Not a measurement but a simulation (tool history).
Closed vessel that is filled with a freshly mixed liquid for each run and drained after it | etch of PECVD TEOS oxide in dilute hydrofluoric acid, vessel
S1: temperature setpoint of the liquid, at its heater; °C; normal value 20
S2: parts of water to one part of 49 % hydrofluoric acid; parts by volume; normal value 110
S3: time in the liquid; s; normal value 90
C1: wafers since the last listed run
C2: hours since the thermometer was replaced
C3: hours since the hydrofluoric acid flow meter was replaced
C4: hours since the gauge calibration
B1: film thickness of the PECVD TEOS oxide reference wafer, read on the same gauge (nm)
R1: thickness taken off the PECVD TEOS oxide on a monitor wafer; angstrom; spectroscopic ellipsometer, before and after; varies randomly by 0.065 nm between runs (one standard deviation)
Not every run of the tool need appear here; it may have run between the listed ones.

run	hour	S1	S2	S3	C1	C2	C3	C4	B1	R1
1	0	20	145	60	0	2059.3	1347.7	861.4	150.02	73.2
2	30.4	20	110	90	2549	2089.7	1378.1	891.8	149.95	151
3	54.3	23	110	45	2004	2113.6	1402	915.7	149.98	85.9
4	73.3	20	110	90	1593	2132.6	1421	934.7	149.98	150.7
5	106.5	20	110	90	2783	2165.8	1454.2	967.9	149.97	152.2
6	121	20	110	90	1215	2180.3	1468.7	982.4	149.99	152.2
7	152.4	20	110	90	2633	2211.7	1500.1	1013.8	150.02	152.5
8	168.7	22.5	110	90	1366	2228	1516.4	1030.1	149.99	170.4
# hour 186.2: thermometer replaced
9	188.8	20	110	90	1601	2.6	1536.5	1050.2	150	137.5
10	216.1	20	110	90	2289	29.9	1563.8	1077.5	150.03	138
11	244.1	20	110	90	2347	57.9	1591.8	1105.5	150.03	139.2
12	267.7	20	110	115	1978	81.5	1615.4	1129.1	150.03	179.8
13	288.4	20	110	45	1735	102.2	1636.1	1149.8	149.99	69.5
14	307.3	20	145	60	1584	121.1	1655	1168.7	150	68.1
15	325.9	20	85	135	1559	139.7	1673.6	1187.3	150	277.5
# hour 340.3: gauge calibrated
16	361.3	20	150	90	2968	175.1	1709	21	149.99	98.5
17	384.3	24.5	110	105	1928	198.1	1732	44	150.01	195
18	410.2	17	95	40	2171	224	1757.9	69.9	149.98	64.9
19	439.8	22	65	125	2482	253.6	1787.5	99.5	150	377
20	470.5	23.5	110	90	2574	284.3	1818.2	130.2	149.99	163
# hour 503: hydrofluoric acid flow meter replaced
21	505.6	20	65	90	2859	319.4	2.6	165.3	149.98	240.3
22	523.4	17	95	135	1492	337.2	20.4	183.1	150	212.4
23	555	20	110	90	2649	368.8	52	214.7	150.01	135.8
24	582.4	22.5	95	90	2297	396.2	79.4	242.1	150.02	178.7
25	600.3	17.5	110	135	1501	414.1	97.3	260	150.02	184.4
26	633.1	20	55	90	2750	446.9	130.1	292.8	150	292.5
27	665.7	23	155	125	2733	479.5	162.7	325.4	149.97	145
28	692.3	17	135	105	2230	506.1	189.3	352	150	112.8
29	738.4	20	110	90	3865	552.2	235.4	398.1	150.03	138.5
30	771.3	23	65	90	2758	585.1	268.3	431	150.01	277.4
31	794.5	22	140	50	1945	608.3	291.5	454.2	150.01	63.3
32	815.8	17.5	110	90	1786	629.6	312.8	475.5	149.98	124
33	830.9	23	85	65	1266	644.7	327.9	490.6	149.97	151.9
34	861.4	23.5	135	50	2557	675.2	358.4	521.1	150.04	70.2

Subtracting, for every run, the result it would have given without the tool's unlogged condition from the measured result gives the following. The same run-to-run variation enters both numbers; the gauge's scatter may not:
The tool's hidden condition here consists of: liquid hotter than its thermometer reads (K); hydrofluoric acid flow above the setpoint (%); gauge reads high (%).
run	R1
1	+8.9
2	+18.7
3	+10.6
4	+19
5	+19.5
6	+19.6
7	+19.9
8	+22.1
9	+5.5
10	+5.7
11	+6.1
12	+8.1
13	+3.2
14	+3.3
15	+13.6
16	+5.1
17	+10.4
18	+3.6
19	+20.9
20	+9.5
21	+5.4
22	+5.1
23	+3.6
24	+4.9
25	+5.5
26	+9.4
27	+4.7
28	+4
29	+5.3
30	+11.2
31	+2.6
32	+5.4
33	+6.7
34	+3.2
